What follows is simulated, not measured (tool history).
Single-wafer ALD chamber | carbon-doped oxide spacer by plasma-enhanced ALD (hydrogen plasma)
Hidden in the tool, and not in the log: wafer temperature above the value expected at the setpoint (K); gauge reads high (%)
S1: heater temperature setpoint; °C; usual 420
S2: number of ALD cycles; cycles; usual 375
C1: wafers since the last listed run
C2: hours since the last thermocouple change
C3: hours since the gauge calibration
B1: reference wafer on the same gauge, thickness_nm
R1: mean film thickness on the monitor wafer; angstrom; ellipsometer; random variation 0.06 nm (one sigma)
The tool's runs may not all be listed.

{"run": 1, "day": 0.0, "S1": 431, "S2": 375, "C1": 0, "C2": 846.7, "C3": 253.3, "B1": 16.603, "R1": 178.36}
{"run": 2, "day": 2.029, "S1": 431, "S2": 375, "C1": 42, "C2": 895.4, "C3": 302.0, "B1": 16.597, "R1": 177.3}
{"run": 3, "day": 4.779, "S1": 420, "S2": 354, "C1": 57, "C2": 961.4, "C3": 368.0, "B1": 16.592, "R1": 173.42}
{"run": 4, "day": 8.333, "S1": 420, "S2": 375, "C1": 73, "C2": 1046.7, "C3": 453.3, "B1": 16.584, "R1": 183.11}
{"day": 11.817, "done": "thermocouple changed; heater temperature recalibrated"}
{"run": 5, "day": 12.562, "S1": 420, "S2": 375, "C1": 80, "C2": 17.9, "C3": 554.8, "B1": 16.592, "R1": 180.07}
{"run": 6, "day": 14.662, "S1": 420, "S2": 375, "C1": 43, "C2": 68.3, "C3": 605.2, "B1": 16.6, "R1": 181.3}
{"run": 7, "day": 18.946, "S1": 420, "S2": 375, "C1": 89, "C2": 171.1, "C3": 708.0, "B1": 16.604, "R1": 182.19}
{"run": 8, "day": 22.475, "S1": 426, "S2": 375, "C1": 73, "C2": 255.8, "C3": 792.7, "B1": 16.598, "R1": 178.32}
{"run": 9, "day": 25.796, "S1": 426, "S2": 375, "C1": 69, "C2": 335.5, "C3": 872.4, "B1": 16.623, "R1": 179.11}
{"run": 10, "day": 29.162, "S1": 426, "S2": 375, "C1": 69, "C2": 416.3, "C3": 953.2, "B1": 16.596, "R1": 179.08}
{"run": 11, "day": 33.612, "S1": 420, "S2": 375, "C1": 92, "C2": 523.1, "C3": 1060.0, "B1": 16.59, "R1": 182.5}
{"run": 12, "day": 35.317, "S1": 420, "S2": 375, "C1": 35, "C2": 564.0, "C3": 1100.9, "B1": 16.598, "R1": 182.0}
{"run": 13, "day": 39.538, "S1": 420, "S2": 375, "C1": 87, "C2": 665.3, "C3": 1202.2, "B1": 16.615, "R1": 183.41}
{"run": 14, "day": 43.842, "S1": 420, "S2": 375, "C1": 89, "C2": 768.6, "C3": 1305.5, "B1": 16.586, "R1": 182.18}
{"run": 15, "day": 45.517, "S1": 428, "S2": 375, "C1": 34, "C2": 808.8, "C3": 1345.7, "B1": 16.588, "R1": 179.91}
{"run": 16, "day": 48.383, "S1": 428, "S2": 375, "C1": 59, "C2": 877.6, "C3": 1414.5, "B1": 16.599, "R1": 179.59}
{"run": 17, "day": 50.179, "S1": 433, "S2": 375, "C1": 37, "C2": 920.7, "C3": 1457.6, "B1": 16.593, "R1": 177.24}
{"day": 54.092, "done": "thermocouple changed; heater temperature recalibrated"}
{"run": 18, "day": 54.112, "S1": 430, "S2": 420, "C1": 74, "C2": 0.5, "C3": 1552.0, "B1": 16.593, "R1": 195.61}
{"run": 19, "day": 57.492, "S1": 413, "S2": 375, "C1": 70, "C2": 81.6, "C3": 1633.1, "B1": 16.593, "R1": 183.83}
{"run": 20, "day": 60.658, "S1": 420, "S2": 375, "C1": 65, "C2": 157.6, "C3": 1709.1, "B1": 16.601, "R1": 180.83}
{"run": 21, "day": 63.012, "S1": 420, "S2": 375, "C1": 48, "C2": 214.1, "C3": 1765.6, "B1": 16.606, "R1": 180.53}
{"run": 22, "day": 65.917, "S1": 406, "S2": 336, "C1": 60, "C2": 283.8, "C3": 1835.3, "B1": 16.599, "R1": 168.85}
{"run": 23, "day": 68.3, "S1": 406, "S2": 446, "C1": 49, "C2": 341.0, "C3": 1892.5, "B1": 16.6, "R1": 225.15}
{"run": 24, "day": 71.233, "S1": 406, "S2": 401, "C1": 60, "C2": 411.4, "C3": 1962.9, "B1": 16.602, "R1": 202.67}
{"run": 25, "day": 73.083, "S1": 415, "S2": 434, "C1": 38, "C2": 455.8, "C3": 2007.3, "B1": 16.593, "R1": 213.91}
{"day": 73.333, "done": "gauge calibrated"}
{"run": 26, "day": 75.938, "S1": 428, "S2": 375, "C1": 59, "C2": 524.3, "C3": 62.5, "B1": 16.599, "R1": 178.2}
{"run": 27, "day": 78.792, "S1": 427, "S2": 339, "C1": 59, "C2": 592.8, "C3": 131.0, "B1": 16.603, "R1": 161.14}

The next listed run, before its measurement:
{"run": 28, "day": 81.062, "S1": 425, "S2": 326, "C1": 47, "C2": 647.3, "C3": 185.5, "B1": "?", "R1": "?"}

{"run 28": {"B1": 16.604, "R1": 156.79}}
Without the tool's hidden state the same run would have given R1 154.40 angstrom.

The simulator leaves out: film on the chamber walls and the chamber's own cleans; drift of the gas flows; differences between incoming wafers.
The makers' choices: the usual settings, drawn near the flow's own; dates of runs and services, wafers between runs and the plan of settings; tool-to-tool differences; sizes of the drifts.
